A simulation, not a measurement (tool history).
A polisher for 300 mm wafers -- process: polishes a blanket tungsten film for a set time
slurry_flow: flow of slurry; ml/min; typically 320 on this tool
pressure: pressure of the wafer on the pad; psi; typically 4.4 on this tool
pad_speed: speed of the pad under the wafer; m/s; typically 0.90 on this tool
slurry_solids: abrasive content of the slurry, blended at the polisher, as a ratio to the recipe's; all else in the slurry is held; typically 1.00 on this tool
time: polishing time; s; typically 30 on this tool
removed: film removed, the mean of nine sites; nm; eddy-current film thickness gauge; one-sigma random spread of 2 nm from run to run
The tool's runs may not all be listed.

| run | hour | slurry_flow | pressure | pad_speed | slurry_solids | time | wafers since the last listed run | wafers polished on this pad | hours since the slurry nozzle was cleaned | hours since the head pressure was calibrated | hours since the slurry blender was calibrated | hours since the slurry got fresh peroxide | incoming thickness of the incoming film, nm | removed |
|---|---|---|---|---|---|---|---|---|---|---|---|---|---|---|
| 1 | 0.0 | 320 | 4.4 | 1.08 | 1.00 | 30 | 0 | 4379 | 592.7 | 22.4 | 305.6 | 144.8 | 1026.7 | 172.2 |
| 2 | 69.4 | 320 | 4.4 | 1.08 | 1.00 | 30 | 1113 | 5493 | 662.1 | 91.8 | 375.0 | 214.2 | 1028.8 | 169.4 |
|  | 112.2 | slurry nozzle cleaned |
| 3 | 134.0 | 370 | 4.4 | 0.90 | 1.00 | 30 | 1020 | 6513 | 21.8 | 156.4 | 439.6 | 278.8 | 1042.3 | 150.4 |
|  | 172.3 | slurry blender recalibrated |
|  | 174.8 | worn pad replaced by a new one |
| 4 | 193.1 | 370 | 4.4 | 0.90 | 1.00 | 30 | 876 | 293 | 80.9 | 215.5 | 20.8 | 337.9 | 1032.0 | 153.8 |
| 5 | 252.8 | 320 | 4.4 | 0.90 | 1.00 | 30 | 957 | 1250 | 140.6 | 275.2 | 80.5 | 397.6 | 1033.3 | 148.7 |
| 6 | 281.3 | 320 | 4.4 | 0.90 | 1.00 | 30 | 457 | 1707 | 169.1 | 303.7 | 109.0 | 426.1 | 1037.4 | 153.7 |
|  | 319.3 | slurry tank refilled with fresh slurry and peroxide |
| 7 | 333.4 | 320 | 4.4 | 1.18 | 1.00 | 30 | 819 | 2527 | 221.2 | 355.8 | 161.1 | 14.1 | 1025.2 | 197.0 |
| 8 | 379.2 | 320 | 4.4 | 0.90 | 1.15 | 30 | 734 | 3262 | 267.0 | 401.6 | 206.9 | 59.9 | 1024.1 | 155.6 |
| 9 | 446.2 | 425 | 4.4 | 0.90 | 1.20 | 30 | 1074 | 4336 | 334.0 | 468.6 | 273.9 | 126.9 | 1048.3 | 162.4 |
| 10 | 511.5 | 320 | 5.2 | 0.90 | 1.00 | 30 | 1047 | 5384 | 399.3 | 533.9 | 339.2 | 192.2 | 1031.5 | 172.8 |
| 11 | 546.2 | 320 | 4.4 | 0.90 | 1.25 | 30 | 556 | 5940 | 434.0 | 568.6 | 373.9 | 226.9 | 1030.8 | 152.9 |
|  | 555.6 | worn pad replaced by a new one |
|  | 575.2 | slurry blender recalibrated |
| 12 | 575.7 | 375 | 5.4 | 0.76 | 0.80 | 30 | 376 | 290 | 463.5 | 598.1 | 0.5 | 256.4 | 1037.3 | 137.0 |
| 13 | 612.2 | 320 | 4.4 | 0.90 | 1.00 | 30 | 585 | 875 | 500.0 | 634.6 | 37.0 | 292.9 | 1016.3 | 144.5 |
| 14 | 672.7 | 430 | 4.4 | 0.90 | 1.00 | 30 | 970 | 1846 | 560.5 | 695.1 | 97.5 | 353.4 | 1024.1 | 147.3 |
|  | 774.9 | slurry tank refilled with fresh slurry and peroxide |
| 15 | 796.4 | 320 | 5.2 | 1.10 | 1.00 | 27 | 1968 | 3814 | 684.2 | 818.8 | 221.2 | 21.5 | 1041.2 | 174.9 |
|  | 846.0 | slurry nozzle cleaned |
| 16 | 855.8 | 290 | 4.4 | 1.16 | 1.00 | 30 | 936 | 4750 | 9.8 | 878.2 | 280.6 | 80.9 | 1024.6 | 189.1 |
| 17 | 903.4 | 320 | 4.4 | 0.90 | 0.75 | 30 | 763 | 5514 | 57.4 | 925.8 | 328.2 | 128.5 | 1046.3 | 138.8 |
| 18 | 947.2 | 320 | 4.4 | 0.98 | 1.00 | 30 | 702 | 6216 | 101.2 | 969.6 | 372.0 | 172.3 | 1041.8 | 166.0 |
| 19 | 1002.7 | 320 | 5.6 | 0.82 | 1.10 | 27 | 890 | 7107 | 156.7 | 1025.1 | 427.5 | 227.8 | 1034.0 | 165.5 |
|  | 1024.3 | slurry blender recalibrated |
|  | 1028.8 | worn pad replaced by a new one |
| 20 | 1055.2 | 320 | 3.2 | 1.22 | 0.75 | 38 | 745 | 423 | 209.2 | 1077.6 | 30.9 | 280.3 | 1051.6 | 168.8 |
| 21 | 1102.3 | 320 | 4.4 | 0.90 | 1.00 | 30 | 755 | 1178 | 256.3 | 1124.7 | 78.0 | 327.4 | 1029.1 | 152.1 |
| 22 | 1142.8 | 320 | 5.1 | 0.90 | 1.00 | 30 | 649 | 1828 | 296.8 | 1165.2 | 118.5 | 367.9 | 1021.5 | 172.8 |
| 23 | 1175.8 | 320 | 4.4 | 0.90 | 1.00 | 30 | 529 | 2357 | 329.8 | 1198.2 | 151.5 | 400.9 | 1020.9 | 151.3 |
| 24 | 1206.6 | 320 | 4.4 | 1.00 | 1.10 | 38 | 494 | 2851 | 360.6 | 1229.0 | 182.3 | 431.7 | 1033.9 | 218.9 |
|  | 1228.0 | head pressure recalibrated |
|  | 1256.9 | slurry tank refilled with fresh slurry and peroxide |
| 25 | 1263.3 | 320 | 4.4 | 0.90 | 1.00 | 30 | 861 | 3713 | 417.3 | 35.3 | 239.0 | 6.4 | 1018.2 | 147.1 |
| 26 | 1313.9 | 320 | 4.4 | 0.90 | 1.00 | 30 | 811 | 4524 | 467.9 | 85.9 | 289.6 | 57.0 | 1032.6 | 150.0 |
| 27 | 1374.8 | 390 | 4.4 | 0.90 | 1.00 | 37 | 976 | 5501 | 528.8 | 146.8 | 350.5 | 117.9 | 1031.7 | 180.5 |

Subtracting, for every run, the result it would have given without the tool's unlogged condition from the measured result gives the following. The same run-to-run variation enters both numbers; the gauge's scatter may not:
Hidden conditions of the tool in this case: removal rate lost through wear of the pad, %; slurry flow missing at the pad, %; deviation of the head's pressure from its setpoint, %; abrasive missing from the slurry, %; peroxide lost from the slurry, %.
| run | removed |
|---|---|
| 1 | -11.2 |
| 2 | -13.5 |
| 3 | -1.7 |
| 4 | -2.4 |
| 5 | -3.5 |
| 6 | -4.0 |
| 7 | -6.2 |
| 8 | -5.7 |
| 9 | -5.4 |
| 10 | -9.5 |
| 11 | -9.4 |
| 12 | -7.6 |
| 13 | -10.7 |
| 14 | -9.3 |
| 15 | -21.7 |
| 16 | -0.2 |
| 17 | -0.6 |
| 18 | -1.1 |
| 19 | -1.7 |
| 20 | -2.5 |
| 21 | -2.9 |
| 22 | -3.9 |
| 23 | -3.9 |
| 24 | -6.3 |
| 25 | -5.2 |
| 26 | -6.1 |
| 27 | -7.2 |
